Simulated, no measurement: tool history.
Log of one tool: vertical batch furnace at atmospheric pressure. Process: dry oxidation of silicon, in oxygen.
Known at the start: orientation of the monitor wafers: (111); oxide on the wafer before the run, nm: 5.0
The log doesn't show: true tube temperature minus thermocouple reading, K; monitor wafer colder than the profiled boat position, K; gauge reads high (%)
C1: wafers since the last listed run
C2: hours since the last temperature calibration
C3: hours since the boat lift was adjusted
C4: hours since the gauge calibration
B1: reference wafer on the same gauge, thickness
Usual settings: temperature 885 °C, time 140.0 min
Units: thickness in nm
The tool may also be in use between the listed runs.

Run 1, hour 0.0: usual settings; C1 0; C2 2370.0; C3 2731.2; C4 524.3; B1 36.28. Result: thickness 43.15 nm.
At hour 13.7: gauge calibrated.
Run 2, hour 28.1: usual settings; C1 269; C2 2398.1; C3 2759.3; C4 14.4; B1 36.30. Result: thickness 43.10 nm.
Run 3, hour 62.8: usual settings; C1 333; C2 2432.8; C3 2794.0; C4 49.1; B1 36.29. Result: thickness 43.32 nm.
Run 4, hour 79.6: usual settings; C1 161; C2 2449.6; C3 2810.8; C4 65.9; B1 36.30. Result: thickness 43.21 nm.
Run 5, hour 95.9: usual settings; C1 156; C2 2465.9; C3 2827.1; C4 82.2; B1 36.30. Result: thickness 43.07 nm.
Run 6, hour 117.8: usual settings; C1 210; C2 2487.8; C3 2849.0; C4 104.1; B1 36.28. Result: thickness 43.16 nm.
Run 7, hour 131.4: usual settings; C1 130; C2 2501.4; C3 2862.6; C4 117.7; B1 36.26. Result: thickness 43.37 nm.
Run 8, hour 166.0: usual settings; C1 332; C2 2536.0; C3 2897.2; C4 152.3; B1 36.32. Result: thickness 43.28 nm.
Run 9, hour 179.3: usual settings but time 104.0 min; C1 127; C2 2549.3; C3 2910.5; C4 165.6; B1 36.31. Result: thickness 35.73 nm.
Run 10, hour 212.5: usual settings but time 104.0 min; C1 318; C2 2582.5; C3 2943.7; C4 198.8; B1 36.30. Result: thickness 35.62 nm.
Run 11, hour 231.3: usual settings but time 104.0 min; C1 180; C2 2601.3; C3 2962.5; C4 217.6; B1 36.29. Result: thickness 35.69 nm.
Run 12, hour 264.3: usual settings; C1 316; C2 2634.3; C3 2995.5; C4 250.6; B1 36.30. Result: thickness 43.43 nm.
Run 13, hour 294.2: usual settings; C1 286; C2 2664.2; C3 3025.4; C4 280.5; B1 36.30. Result: thickness 43.18 nm.
Run 14, hour 321.0: usual settings; C1 257; C2 2691.0; C3 3052.2; C4 307.3; B1 36.31. Result: thickness 43.55 nm.
Run 15, hour 344.3: usual settings but time 110.0 min; C1 223; C2 2714.3; C3 3075.5; C4 330.6; B1 36.30. Result: thickness 37.08 nm.
Run 16, hour 373.9: usual settings but time 110.0 min; C1 284; C2 2743.9; C3 3105.1; C4 360.2; B1 36.30. Result: thickness 37.09 nm.
Run 17, hour 391.6: usual settings but time 93.0 min; C1 169; C2 2761.6; C3 3122.8; C4 377.9; B1 36.27. Result: thickness 33.33 nm.
Run 18, hour 424.4: usual settings but time 93.0 min; C1 314; C2 2794.4; C3 3155.6; C4 410.7; B1 36.28. Result: thickness 33.24 nm.
Run 19, hour 445.7: usual settings; C1 204; C2 2815.7; C3 3176.9; C4 432.0; B1 36.28. Result: thickness 43.58 nm.
Run 20, hour 473.5: usual settings but temperature 901 °C, time 191.0 min; C1 266; C2 2843.5; C3 3204.7; C4 459.8; B1 36.32. Result: thickness 62.99 nm.
Run 21, hour 487.9: usual settings but temperature 902 °C, time 102.5 min; C1 138; C2 2857.9; C3 3219.1; C4 474.2; B1 36.27. Result: thickness 42.02 nm.
Run 22, hour 506.8: usual settings but temperature 863 °C, time 102.5 min; C1 181; C2 2876.8; C3 3238.0; C4 493.1; B1 36.28. Result: thickness 28.51 nm.
At hour 533.9: boat lift adjusted.
Run 23, hour 534.4: usual settings but temperature 897 °C, time 166.0 min; C1 34; C2 2904.4; C3 0.5; C4 520.7; B1 36.33. Result: thickness 57.63 nm.
At hour 536.9: gauge calibrated.
Run 24, hour 562.8: usual settings but temperature 903 °C, time 161.5 min; C1 272; C2 2932.8; C3 28.9; C4 25.9; B1 36.25. Result: thickness 59.78 nm.
At hour 608.9: thermocouples replaced and temperature profile calibrated.
Run 25, hour 609.4: usual settings but temperature 862 °C, time 93.5 min; C1 216; C2 0.5; C3 75.5; C4 72.5; B1 36.30. Result: thickness 26.65 nm.
Run 26, hour 616.5: usual settings but time 200.0 min; C1 68; C2 7.6; C3 82.6; C4 79.6; B1 36.33. Result: thickness 55.25 nm.
Run 27, hour 716.3: usual settings but temperature 903 °C; C1 957; C2 107.4; C3 182.4; C4 179.4; B1 36.28. Result: thickness 51.95 nm.
Run 28, hour 729.6: usual settings but temperature 903 °C; C1 127; C2 120.7; C3 195.7; C4 192.7; B1 36.29. Result: thickness 51.70 nm.
Run 29, hour 764.2: usual settings; C1 332; C2 155.3; C3 230.3; C4 227.3; B1 36.26. Result: thickness 43.12 nm.
Run 30, hour 794.6: usual settings but temperature 910 °C, time 80.5 min; C1 291; C2 185.7; C3 260.7; C4 257.7; B1 36.28. Result: thickness 38.25 nm.
Run 31, hour 807.5: usual settings but temperature 863 °C, time 102.5 min; C1 123; C2 198.6; C3 273.6; C4 270.6; B1 36.31. Result: thickness 28.36 nm.
Run 32, hour 827.6: usual settings but time 85.5 min; C1 192; C2 218.7; C3 293.7; C4 290.7; B1 36.25. Result: thickness 31.27 nm.
Run 33, hour 843.1: usual settings but temperature 909 °C, time 101.5 min; C1 148; C2 234.2; C3 309.2; C4 306.2; B1 36.30. Result: thickness 44.11 nm.
Run 34, hour 868.6: usual settings; C1 244; C2 259.7; C3 334.7; C4 331.7; B1 36.33. Result: thickness 43.28 nm.
Run 35, hour 903.0: usual settings but temperature 878 °C, time 119.5 min; C1 330; C2 294.1; C3 369.1; C4 366.1; B1 36.35. Result: thickness 36.11 nm.
Run 36, hour 935.1: usual settings but temperature 900 °C, time 164.0 min; C1 308; C2 326.2; C3 401.2; C4 398.2; B1 36.31. Result: thickness 55.73 nm.

Hidden state at the last listed run before each entry between runs and at the first one after, where it differs:
Between runs 1 and 2: gauge calibrated (hour 13.7)
  true tube temperature minus thermocouple reading, K: 3.42 -> 3.49; monitor wafer colder than the profiled boat position, K: 3.96 -> 3.97
  measured less the result without the state, thickness: -0.24 -> -0.20 nm
Between runs 22 and 23: boat lift adjusted (hour 533.9)
  true tube temperature minus thermocouple reading, K: 4.78 -> 4.86; monitor wafer colder than the profiled boat position, K: 4.06 -> 0.134
  measured less the result without the state, thickness: +0.20 -> +2.62 nm
Between runs 23 and 24: gauge calibrated (hour 536.9)
  true tube temperature minus thermocouple reading, K: 4.86 -> 4.95; monitor wafer colder than the profiled boat position, K: 0.134 -> 0.25
  measured less the result without the state, thickness: +2.62 -> +2.69 nm
Between runs 24 and 25: thermocouples replaced and temperature profile calibrated (hour 608.9)
  true tube temperature minus thermocouple reading, K: 4.95 -> 0.905; monitor wafer colder than the profiled boat position, K: 0.25 -> 0.433
  measured less the result without the state, thickness: +2.69 -> +0.12 nm
